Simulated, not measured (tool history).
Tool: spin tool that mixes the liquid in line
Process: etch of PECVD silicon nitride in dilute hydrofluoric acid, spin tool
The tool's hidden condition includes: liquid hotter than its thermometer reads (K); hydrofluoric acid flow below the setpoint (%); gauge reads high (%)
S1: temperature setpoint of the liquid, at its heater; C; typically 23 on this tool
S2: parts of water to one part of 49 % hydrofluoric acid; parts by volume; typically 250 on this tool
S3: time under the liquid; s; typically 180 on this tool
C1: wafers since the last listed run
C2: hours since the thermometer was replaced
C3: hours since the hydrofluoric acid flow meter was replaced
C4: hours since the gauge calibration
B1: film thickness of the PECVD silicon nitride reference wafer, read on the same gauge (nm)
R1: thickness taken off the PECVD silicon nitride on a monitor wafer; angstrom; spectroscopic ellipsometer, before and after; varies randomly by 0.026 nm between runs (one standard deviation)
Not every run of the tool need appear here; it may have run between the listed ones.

run	hour	S1	S2	S3	C1	C2	C3	C4	B1	R1
1	0	23	250	100	0	1891.4	1082.7	507	119.981	19.39
2	62.4	23	250	100	495	1953.8	1145.1	569.4	119.976	19.47
3	99.7	23	250	180	295	1991.1	1182.4	606.7	119.991	34.67
4	135.8	23	250	180	286	2027.2	1218.5	642.8	120.004	34.73
5	167.1	23	250	180	248	2058.5	1249.8	674.1	120.007	35.15
6	229.3	23	250	180	493	2120.7	1312	736.3	120.008	34.78
7	283.1	23	250	180	426	2174.5	1365.8	790.1	120.009	34.76
8	345.4	23	250	180	494	2236.8	1428.1	852.4	120.014	35.11
9	413.1	23	250	180	537	2304.5	1495.8	920.1	119.998	34.54
# hour 433.7: gauge calibrated
10	459.8	23	250	180	370	2351.2	1542.5	26.1	120.021	34.84
11	513.6	23	250	180	426	2405	1596.3	79.9	119.952	34.84
12	567.5	26	250	180	427	2458.9	1650.2	133.8	120.012	41.72
13	634.8	23	180	270	533	2526.2	1717.5	201.1	119.972	71.48
14	687.4	18.5	250	130	417	2578.8	1770.1	253.7	119.987	18.6
15	737.7	23	180	270	399	2629.1	1820.4	304	120.018	71.49
16	767.2	18.5	250	180	234	2658.6	1849.9	333.5	120.028	26.25
# hour 775.5: thermometer replaced
# hour 780: hydrofluoric acid flow meter replaced
17	811.5	21	295	230	335	36	31.5	377.8	120.005	33.27
18	877.8	23	175	130	525	102.3	97.8	444.1	120.023	35.31
19	913	23	250	180	279	137.5	133	479.3	120.016	34.68
20	952.4	19.5	250	180	312	176.9	172.4	518.7	120	27.9
21	1010.9	27	285	285	464	235.4	230.9	577.2	119.982	62.06
22	1082.1	23	365	180	564	306.6	302.1	648.4	119.995	23.92

Alternative continuations, all from the tool just after run 22; predict every row:
A	1082.6	23	160	180	3	307.1	302.6	648.9	?	?
B	1082.6	20.5	250	105	3	307.1	302.6	648.9	?	?
C	1082.6	20.5	295	140	3	307.1	302.6	648.9	?	?
D	1082.6	21.5	345	260	3	307.1	302.6	648.9	?	?
E	1082.6	26.5	310	150	3	307.1	302.6	648.9	?	?

run	B1	R1
A	120.006	53.8
B	120.006	17.25
C	120.006	19.59
D	120.006	33.26
E	120.006	28.87
With no hidden state in the tool, these same runs would have given:
run	R1
A	53.8
B	17.25
C	19.59
D	33.26
E	28.87
